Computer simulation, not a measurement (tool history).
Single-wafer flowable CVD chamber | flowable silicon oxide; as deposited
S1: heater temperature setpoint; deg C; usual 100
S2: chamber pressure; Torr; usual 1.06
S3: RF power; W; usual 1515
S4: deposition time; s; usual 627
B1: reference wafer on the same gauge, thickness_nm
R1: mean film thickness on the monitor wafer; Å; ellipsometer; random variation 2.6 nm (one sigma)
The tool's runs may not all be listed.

run 1 day=0 | S1=100 S2=1.06 S3=1515 S4=721 | B1=594.974 | R1=6419.85
run 2 day=2.088 | S1=100 S2=1.06 S3=1515 S4=627 | B1=594.364 | R1=5561.93
run 3 day=3.9 | S1=100 S2=1.06 S3=1515 S4=627 | B1=594.849 | R1=5566.73
run 4 day=6.079 | S1=100 S2=1.06 S3=1515 S4=627 | B1=595.051 | R1=5558.05
run 5 day=8.008 | S1=100 S2=1.06 S3=1515 S4=627 | B1=595.254 | R1=5642.18
run 6 day=10.238 | S1=100 S2=1.06 S3=1515 S4=627 | B1=595.496 | R1=5607.22
run 7 day=12.075 | S1=100 S2=1.06 S3=1515 S4=627 | B1=595.144 | R1=5636.4
run 8 day=14.108 | S1=100 S2=1.06 S3=1515 S4=627 | B1=595.259 | R1=5616.95
run 9 day=16.846 | S1=100 S2=1.06 S3=1515 S4=627 | B1=594.965 | R1=5644.07
run 10 day=17.946 | S1=100 S2=1.06 S3=1515 S4=715 | B1=595.376 | R1=6405
-- day=18.462 capacitance manometer re-zeroed and calibrated
run 11 day=20.412 | S1=100 S2=1.06 S3=1515 S4=627 | B1=594.141 | R1=5706.5
run 12 day=23.033 | S1=100 S2=1.06 S3=1515 S4=627 | B1=594.211 | R1=5700.95
run 13 day=24.425 | S1=100 S2=1.06 S3=1515 S4=627 | B1=594.934 | R1=5711.9
run 14 day=26.346 | S1=100 S2=1.06 S3=1515 S4=627 | B1=595.596 | R1=5657.66
run 15 day=28.512 | S1=107 S2=1.06 S3=1515 S4=706 | B1=595.644 | R1=5016.06
-- day=29.642 thermocouple changed; heater temperature recalibrated
run 16 day=30.596 | S1=106 S2=0.95 S3=1245 S4=627 | B1=595.289 | R1=4179.53
run 17 day=31.638 | S1=100 S2=1.06 S3=1515 S4=627 | B1=596.152 | R1=6073.46
-- day=31.767 gauge calibrated
run 18 day=34.154 | S1=85 S2=0.85 S3=1245 S4=710 | B1=595.395 | R1=8555.92
-- day=37.083 thermocouple changed; heater temperature recalibrated, repeated, since the last time left the tool worse
run 19 day=37.104 | S1=107 S2=1.06 S3=1515 S4=627 | B1=595.025 | R1=4145.6
-- day=39.733 RF generator calibrated
run 20 day=39.921 | S1=100 S2=1.06 S3=1320 S4=627 | B1=595.084 | R1=5129.28
run 21 day=41.788 | S1=100 S2=1.17 S3=1640 S4=627 | B1=594.921 | R1=5956.52
-- day=43.583 showerhead replaced
run 22 day=43.604 | S1=100 S2=1.06 S3=1515 S4=627 | B1=595.139 | R1=5323.93
run 23 day=44.562 | S1=100 S2=1.06 S3=1515 S4=569 | B1=594.654 | R1=4849.54
run 24 day=46.354 | S1=93 S2=1.13 S3=1430 S4=537 | B1=594.702 | R1=6169.82
run 25 day=49.171 | S1=111 S2=1.06 S3=1515 S4=580 | B1=595.123 | R1=3361
run 26 day=51.983 | S1=100 S2=1.06 S3=1515 S4=627 | B1=595.359 | R1=5346.21
run 27 day=53.975 | S1=94 S2=1.23 S3=1320 S4=516 | B1=594.774 | R1=6159.33
run 28 day=56.658 | S1=92 S2=0.88 S3=1515 S4=568 | B1=594.978 | R1=5336.3

4 ways to go on from here, each from the tool as it stands after run 28. What would each give?
run A day=56.683 | S1=109 S2=1.06 S3=1515 S4=627 | B1=? | R1=?
run B day=56.683 | S1=114 S2=1.23 S3=1715 S4=627 | B1=? | R1=?
run C day=56.683 | S1=100 S2=1.24 S3=1515 S4=679 | B1=? | R1=?
run D day=56.683 | S1=96 S2=1.06 S3=1515 S4=525 | B1=? | R1=?

run=A B1=595.352 R1=3928.82
run=B B1=595.352 R1=3951.37
run=C B1=595.352 R1=6846.25
run=D B1=595.352 R1=5211.58
Without the tool's hidden state the same runs would have given:
run=A R1=3839.69
run=B R1=3866.31
run=C R1=6692.11
run=D R1=5091.55

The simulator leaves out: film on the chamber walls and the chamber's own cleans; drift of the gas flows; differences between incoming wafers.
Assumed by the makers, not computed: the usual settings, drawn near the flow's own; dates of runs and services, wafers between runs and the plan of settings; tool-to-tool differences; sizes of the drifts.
